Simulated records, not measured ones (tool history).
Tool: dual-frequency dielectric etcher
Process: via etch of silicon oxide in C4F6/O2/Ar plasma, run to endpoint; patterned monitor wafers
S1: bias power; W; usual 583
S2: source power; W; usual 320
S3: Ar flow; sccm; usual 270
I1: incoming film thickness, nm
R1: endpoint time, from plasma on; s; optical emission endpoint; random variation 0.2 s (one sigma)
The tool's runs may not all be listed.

run	hour	S1	S2	S3	I1	R1
1	0.0	583	320	270	196.5	42.8
2	12.9	583	320	270	199.4	43.2
3	20.6	583	320	270	197.6	42.6
# hour 49.0: wet clean of the chamber
4	49.5	583	320	270	200.1	45.7
5	49.8	583	320	270	199.1	45.3
6	51.4	583	320	270	199.8	45.7
7	64.1	583	320	270	199.0	45.3
8	77.1	583	320	298	198.4	45.8
9	90.8	583	320	298	196.5	45.3
10	104.6	651	360	270	200.4	41.7
11	119.9	583	320	270	196.5	44.0
# hour 135.1: source power generator calibrated
12	135.6	456	380	236	199.8	45.2
# hour 146.6: bias power generator calibrated
13	151.6	494	320	329	200.3	49.3
14	158.9	583	370	270	197.1	42.2
15	165.7	583	400	270	198.4	41.1
16	172.7	583	350	302	197.6	43.8
# hour 201.7: upper electrode replaced, of another model than before
# hour 206.0: Ar flow controller replaced
17	206.5	583	320	270	197.1	44.3
18	206.8	474	380	247	199.2	44.5
19	207.1	583	260	270	200.1	46.8
20	235.7	505	320	325	198.2	47.1
21	248.9	583	320	270	199.8	44.5
22	260.8	583	320	270	200.8	44.7
23	276.3	583	320	328	198.3	45.6
24	293.0	583	320	270	199.9	44.0
25	307.3	583	390	249	197.4	41.2
26	330.1	440	300	320	197.7	48.7
27	345.7	583	320	270	198.9	43.8
28	351.7	583	320	204	200.3	42.3
29	367.2	525	320	221	197.8	43.3

Forecast each of these 4 alternatives for the next run:
A	367.6	583	320	330	198.1	?
B	367.6	583	250	316	198.1	?
C	367.6	727	320	297	198.1	?
D	367.6	662	370	315	198.1	?

run	R1
A	44.9
B	47.2
C	41.8
D	41.7
Without the tool's hidden state the same runs would have given:
run	R1
A	46.4
B	48.7
C	43.2
D	43.1
